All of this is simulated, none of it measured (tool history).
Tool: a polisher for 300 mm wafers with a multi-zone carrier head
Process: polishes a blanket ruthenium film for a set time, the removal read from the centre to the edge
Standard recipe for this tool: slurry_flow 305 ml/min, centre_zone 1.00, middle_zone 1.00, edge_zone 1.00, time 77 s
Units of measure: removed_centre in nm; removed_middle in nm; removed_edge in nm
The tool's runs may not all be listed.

run	hour	slurry_flow	centre_zone	middle_zone	edge_zone	time	incoming thickness of the incoming film, nm	removed_centre	removed_middle	removed_edge
1	0.0	305	0.95	1.00	1.00	77	324.3	85.3	87.0	87.5
2	39.4	305	1.00	1.00	1.00	77	317.5	85.0	86.3	84.7
3	76.4	305	1.00	1.00	1.00	77	315.3	84.8	85.6	85.3
# hour 94.2: slurry nozzle cleaned
4	136.5	305	1.00	1.00	1.00	77	323.6	93.0	91.6	90.5
# hour 146.4: worn pad replaced by a new one
5	191.8	305	0.96	1.00	1.00	77	320.2	93.4	93.9	93.5
6	313.9	305	1.00	1.00	1.00	77	318.6	94.4	95.1	92.2
7	338.1	360	1.03	1.00	1.05	66	324.7	83.8	81.9	81.4
8	368.9	305	1.00	1.00	1.00	77	319.3	94.1	91.6	90.1
# hour 378.6: edge zone pressure recalibrated
9	434.2	305	1.09	1.09	0.90	77	319.2	97.0	97.5	85.4
10	498.2	305	0.95	1.00	1.04	77	322.0	88.3	89.9	91.2
11	536.5	230	1.00	1.00	0.91	77	317.2	85.5	84.8	81.3
12	563.0	385	1.10	1.04	1.00	54	314.4	70.0	66.1	63.6
13	611.5	305	0.91	1.00	1.00	57	321.2	60.6	65.6	64.4
# hour 652.7: slurry nozzle cleaned
14	658.9	305	0.94	0.96	1.07	77	316.6	88.5	87.6	93.2
15	729.7	305	1.07	0.93	1.00	77	322.0	94.3	85.1	88.9

The next listed run, before its measurement:
# hour 776.4: centre zone pressure recalibrated
16	793.2	210	0.90	0.89	1.00	77	321.6	?	?	?

Run 16 gave removed_centre 77.6 nm, removed_middle 77.3 nm, removed_edge 84.4 nm.
The same run, on a tool lacking any hidden state, would have yielded removed_centre 84.9 nm, removed_middle 84.4 nm, removed_edge 91.6 nm.
